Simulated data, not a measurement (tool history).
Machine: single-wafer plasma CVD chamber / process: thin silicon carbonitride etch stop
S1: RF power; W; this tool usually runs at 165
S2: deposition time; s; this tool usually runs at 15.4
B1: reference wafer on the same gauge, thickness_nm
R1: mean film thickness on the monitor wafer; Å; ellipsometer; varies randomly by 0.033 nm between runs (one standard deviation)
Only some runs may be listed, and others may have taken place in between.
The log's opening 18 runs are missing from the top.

run,hour,S1,S2,B1,R1
19,1523.7,155,16.8,8.320,91.56
20,1631.1,175,14.3,8.340,79.70
21,1824.4,145,15.4,8.338,81.90
22,1914.7,135,12.5,8.332,65.62
# hour 1928.4: RF generator calibrated
23,2010.6,165,15.4,8.340,85.02
# hour 2019.8: gauge calibrated
# hour 2041.8: thermocouple changed; heater temperature recalibrated
24,2052.8,155,15.4,8.337,82.41
25,2147.0,180,15.4,8.336,86.24
26,2244.0,165,14.0,8.356,76.87
27,2292.0,190,18.1,8.342,102.32
28,2369.0,155,13.6,8.332,73.82
29,2438.5,185,16.3,8.350,91.20
30,2514.1,135,12.4,8.348,65.03
31,2560.6,165,15.4,8.337,84.26
32,2642.6,165,15.4,8.349,84.24

3 options for the next run, each taken on its own from the tool as it stands now. Forecast them:
A,2643.0,165,18.0,?,?
B,2643.0,195,13.5,?,?
C,2643.0,190,13.4,?,?

run,B1,R1
A,8.351,98.71
B,8.351,76.72
C,8.351,75.72
What these runs would have given with no unlogged condition in the tool:
run,R1
A,98.71
B,76.72
C,75.72
